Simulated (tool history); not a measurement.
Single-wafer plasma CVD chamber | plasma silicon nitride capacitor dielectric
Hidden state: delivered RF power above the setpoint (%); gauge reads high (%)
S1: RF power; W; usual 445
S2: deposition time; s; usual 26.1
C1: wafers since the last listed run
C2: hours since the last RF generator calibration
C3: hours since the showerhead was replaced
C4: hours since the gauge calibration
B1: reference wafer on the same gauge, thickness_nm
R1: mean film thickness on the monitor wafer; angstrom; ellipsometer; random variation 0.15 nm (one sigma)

run 1 day=0 | S1=445 S2=26.1 | C1=0 C2=1024.3 C3=694.6 C4=2243.5 | B1=32.074 | R1=362.46
run 2 day=3.471 | S1=445 S2=26.1 | C1=2099 C2=1107.6 C3=777.9 C4=2326.8 | B1=32.12 | R1=359.79
run 3 day=7.642 | S1=420 S2=26.1 | C1=2522 C2=1207.7 C3=878 C4=2426.9 | B1=32.083 | R1=360.39
run 4 day=10.829 | S1=420 S2=26.1 | C1=1927 C2=1284.2 C3=954.5 C4=2503.4 | B1=32.099 | R1=354.87
run 5 day=15.271 | S1=420 S2=26.1 | C1=2686 C2=1390.8 C3=1061.1 C4=2610 | B1=32.123 | R1=354.1
run 6 day=17.55 | S1=475 S2=28.4 | C1=1378 C2=1445.5 C3=1115.8 C4=2664.7 | B1=32.137 | R1=398.87
-- day=19.354 RF generator calibrated
run 7 day=21.233 | S1=475 S2=28.4 | C1=2026 C2=45.1 C3=1204.2 C4=2753.1 | B1=32.097 | R1=403.06
run 8 day=24.796 | S1=475 S2=28.4 | C1=2154 C2=130.6 C3=1289.7 C4=2838.6 | B1=32.08 | R1=405.28
run 9 day=27.429 | S1=445 S2=24.9 | C1=1592 C2=193.8 C3=1352.9 C4=2901.8 | B1=32.125 | R1=352.15
run 10 day=30.317 | S1=445 S2=24.9 | C1=1746 C2=263.1 C3=1422.2 C4=2971.1 | B1=32.149 | R1=350.01
run 11 day=34.496 | S1=445 S2=26.1 | C1=2527 C2=363.4 C3=1522.5 C4=3071.4 | B1=32.08 | R1=367.63
run 12 day=36.625 | S1=445 S2=26.1 | C1=1287 C2=414.5 C3=1573.6 C4=3122.5 | B1=32.07 | R1=364.95
run 13 day=39.25 | S1=445 S2=24 | C1=1587 C2=477.5 C3=1636.6 C4=3185.5 | B1=32.061 | R1=339
run 14 day=42.162 | S1=445 S2=26.1 | C1=1761 C2=547.4 C3=1706.5 C4=3255.4 | B1=32.089 | R1=363.26
run 15 day=45.721 | S1=445 S2=26.1 | C1=2152 C2=632.8 C3=1791.9 C4=3340.8 | B1=32.126 | R1=365.63
run 16 day=52.929 | S1=445 S2=26.1 | C1=4359 C2=805.8 C3=1964.9 C4=3513.8 | B1=32.073 | R1=361.81
run 17 day=55.404 | S1=445 S2=26.1 | C1=1496 C2=865.2 C3=2024.3 C4=3573.2 | B1=32.036 | R1=364.03
run 18 day=58.333 | S1=485 S2=26.1 | C1=1771 C2=935.5 C3=2094.6 C4=3643.5 | B1=32.072 | R1=369.99
run 19 day=61.408 | S1=405 S2=29.3 | C1=1859 C2=1009.3 C3=2168.4 C4=3717.3 | B1=32.128 | R1=398.54
-- day=63.679 gauge calibrated
run 20 day=65.162 | S1=445 S2=26.1 | C1=2270 C2=1099.4 C3=2258.5 C4=35.6 | B1=32.091 | R1=361.61
run 21 day=67.658 | S1=445 S2=29.5 | C1=1509 C2=1159.3 C3=2318.4 C4=95.5 | B1=32.126 | R1=410.1
run 22 day=77.129 | S1=510 S2=28.3 | C1=5727 C2=1386.6 C3=2545.7 C4=322.8 | B1=32.114 | R1=403.53
run 23 day=79.196 | S1=495 S2=29.7 | C1=1249 C2=1436.2 C3=2595.3 C4=372.4 | B1=32.117 | R1=420.14
-- day=81.229 RF generator calibrated
run 24 day=81.25 | S1=405 S2=23.5 | C1=1040 C2=0.5 C3=2644.6 C4=421.7 | B1=32.089 | R1=322.87
run 25 day=84.717 | S1=445 S2=24.5 | C1=2096 C2=83.7 C3=2727.8 C4=504.9 | B1=32.133 | R1=343.87
run 26 day=88.771 | S1=520 S2=23.1 | C1=2451 C2=181 C3=2825.1 C4=602.2 | B1=32.065 | R1=333.52
run 27 day=91.838 | S1=445 S2=26.1 | C1=1854 C2=254.6 C3=2898.7 C4=675.8 | B1=32.116 | R1=361.59
run 28 day=94.488 | S1=370 S2=28 | C1=1602 C2=318.2 C3=2962.3 C4=739.4 | B1=32.076 | R1=372.82
-- day=96.921 showerhead replaced
run 29 day=105.617 | S1=490 S2=29.5 | C1=6529 C2=585.3 C3=208.7 C4=1006.5 | B1=32.107 | R1=422.01
run 30 day=118.758 | S1=445 S2=26.1 | C1=7948 C2=900.7 C3=524.1 C4=1321.9 | B1=32.082 | R1=359.36
run 31 day=122.683 | S1=445 S2=26.1 | C1=2373 C2=994.9 C3=618.3 C4=1416.1 | B1=32.058 | R1=359.51
run 32 day=131.879 | S1=395 S2=24.1 | C1=5561 C2=1215.6 C3=839 C4=1636.8 | B1=32.122 | R1=322.63
run 33 day=136.033 | S1=480 S2=29.8 | C1=2512 C2=1315.3 C3=938.7 C4=1736.5 | B1=32.114 | R1=419.3
run 34 day=138.038 | S1=490 S2=28.8 | C1=1212 C2=1363.4 C3=986.8 C4=1784.6 | B1=32.141 | R1=403.73
-- day=139.779 RF generator calibrated
run 35 day=140.179 | S1=380 S2=29 | C1=1093 C2=9.6 C3=1038.2 C4=1836 | B1=32.144 | R1=391.98
run 36 day=143.692 | S1=445 S2=26.1 | C1=2124 C2=93.9 C3=1122.5 C4=1920.3 | B1=32.065 | R1=368.19
run 37 day=147.304 | S1=525 S2=29.1 | C1=2184 C2=180.6 C3=1209.2 C4=2007 | B1=32.119 | R1=423.42
run 38 day=149.817 | S1=360 S2=29 | C1=1519 C2=240.9 C3=1269.5 C4=2067.3 | B1=32.082 | R1=382.89

Forecast each of these 4 alternatives for the next run:
run A day=149.833 | S1=445 S2=26.1 | C1=10 C2=241.3 C3=1269.9 C4=2067.7 | B1=? | R1=?
run B day=149.833 | S1=445 S2=22.6 | C1=10 C2=241.3 C3=1269.9 C4=2067.7 | B1=? | R1=?
run C day=149.833 | S1=360 S2=28.3 | C1=10 C2=241.3 C3=1269.9 C4=2067.7 | B1=? | R1=?
run D day=149.833 | S1=360 S2=26.1 | C1=10 C2=241.3 C3=1269.9 C4=2067.7 | B1=? | R1=?

run=A B1=32.112 R1=364.67
run=B B1=32.112 R1=315.77
run=C B1=32.112 R1=376.2
run=D B1=32.112 R1=346.96
Without the tool's hidden state the same runs would have given:
run=A R1=366.84
run=B R1=317.64
run=C R1=378.44
run=D R1=349.02
